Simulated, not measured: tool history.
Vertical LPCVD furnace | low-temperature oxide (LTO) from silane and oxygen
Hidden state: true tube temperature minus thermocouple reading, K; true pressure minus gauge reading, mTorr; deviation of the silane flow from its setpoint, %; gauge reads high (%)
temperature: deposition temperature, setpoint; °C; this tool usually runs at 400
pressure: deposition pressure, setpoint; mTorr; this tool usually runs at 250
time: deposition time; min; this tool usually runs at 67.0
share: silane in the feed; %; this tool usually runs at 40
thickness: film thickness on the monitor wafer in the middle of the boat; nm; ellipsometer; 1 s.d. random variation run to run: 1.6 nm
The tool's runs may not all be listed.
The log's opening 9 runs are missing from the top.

run   hour  temperature  pressure  time  share  wafers since the last listed run  hours since the last temperature calibration  hours since the pressure gauge was zeroed  hours since the silane flow controller was replaced  hours since the gauge calibration  read-back reference wafer on the same gauge, thickness  thickness
 10  240.0          400       250  67.0     40                               244                                        4906.4                                     4763.1                                               2737.9                              515.6                                                  604.99     710.43
 11  261.4          400       250  67.0     40                               182                                        4927.8                                     4784.5                                               2759.3                              537.0                                                  604.56     714.25
 12  278.8          400       250  67.0     40                               148                                        4945.2                                     4801.9                                               2776.7                              554.4                                                  605.79     711.20
 13  299.3          400       250  67.0     40                               174                                        4965.7                                     4822.4                                               2797.2                              574.9                                                  604.86     711.71
     355.8  -- silane flow controller replaced
 14  356.3          400       215  67.0     40                               281                                        5022.7                                     4879.4                                                  0.5                              631.9                                                  604.82     612.94
     388.3  -- pressure gauge zeroed
 15  388.8          400       275  67.0     40                                72                                        5055.2                                        0.5                                                 33.0                              664.4                                                  605.48     781.93
 16  394.1          400       280  80.5     44                                45                                        5060.5                                        5.8                                                 38.3                              669.7                                                  605.12    1064.04
 17  401.8          400       250  67.0     40                                65                                        5068.2                                       13.5                                                 46.0                              677.4                                                  604.82     710.77
 18  424.5          400       195  67.0     34                               193                                        5090.9                                       36.2                                                 68.7                              700.1                                                  605.25     450.17
 19  442.8          400       285  67.0     40                               156                                        5109.2                                       54.5                                                 87.0                              718.4                                                  605.26     809.90
 20  477.9          400       270  49.5     40                               299                                        5144.3                                       89.6                                                122.1                              753.5                                                  605.79     568.95
 21  513.1          400       300  67.0     44                               300                                        5179.5                                      124.8                                                157.3                              788.7                                                  604.54     948.62
 22  541.6          400       210  67.0     40                               243                                        5208.0                                      153.3                                                185.8                              817.2                                                  604.93     598.48
     568.1  -- gauge calibrated
     570.0  -- thermocouples replaced and temperature profile calibrated
 23  570.5          400       250  67.0     40                                41                                           0.5                                      182.2                                                214.7                                2.4                                                  604.69     714.93
 24  587.0          400       250  67.0     40                               140                                          17.0                                      198.7                                                231.2                               18.9                                                  604.94     713.17
 25  606.0          400       250  67.0     40                               162                                          36.0                                      217.7                                                250.2                               37.9                                                  604.79     708.70
 26  630.6          400       250  80.0     40                               209                                          60.6                                      242.3                                                274.8                               62.5                                                  604.96     848.35
 27  649.9          411       250  56.5     40                               164                                          79.9                                      261.6                                                294.1                               81.8                                                  605.24     676.10
 28  664.7          408       250  83.5     37                               126                                          94.7                                      276.4                                                308.9                               96.6                                                  604.77     879.67
 29  688.8          409       250  41.0     34                               205                                         118.8                                      300.5                                                333.0                              120.7                                                  605.25     389.79
 30  724.5          396       280  79.5     44                               304                                         154.5                                      336.2                                                368.7                              156.4                                                  604.89    1009.65

Branching from run 30: 5 alternative next runs. What would each branch give?
  A  729.9          405       250  67.0     40                                46                                         159.9                                      341.6                                                374.1                              161.8                                                       ?          ?
  B  729.9          406       270  67.0     40                                46                                         159.9                                      341.6                                                374.1                              161.8                                                       ?          ?
  C  729.9          400       250  43.5     40                                46                                         159.9                                      341.6                                                374.1                              161.8                                                       ?          ?
  D  729.9          400       235  40.5     45                                46                                         159.9                                      341.6                                                374.1                              161.8                                                       ?          ?
  E  729.9          405       250  76.0     45                                46                                         159.9                                      341.6                                                374.1                              161.8                                                       ?          ?

run  read-back reference wafer on the same gauge, thickness  thickness
  A                                                  604.84     754.25
  B                                                  604.84     823.43
  C                                                  604.84     463.68
  D                                                  604.84     462.50
  E                                                  604.84     973.05
Had the tool no hidden state, the same runs would have come out as:
run  thickness
  A     754.25
  B     823.43
  C     463.68
  D     462.50
  E     973.05

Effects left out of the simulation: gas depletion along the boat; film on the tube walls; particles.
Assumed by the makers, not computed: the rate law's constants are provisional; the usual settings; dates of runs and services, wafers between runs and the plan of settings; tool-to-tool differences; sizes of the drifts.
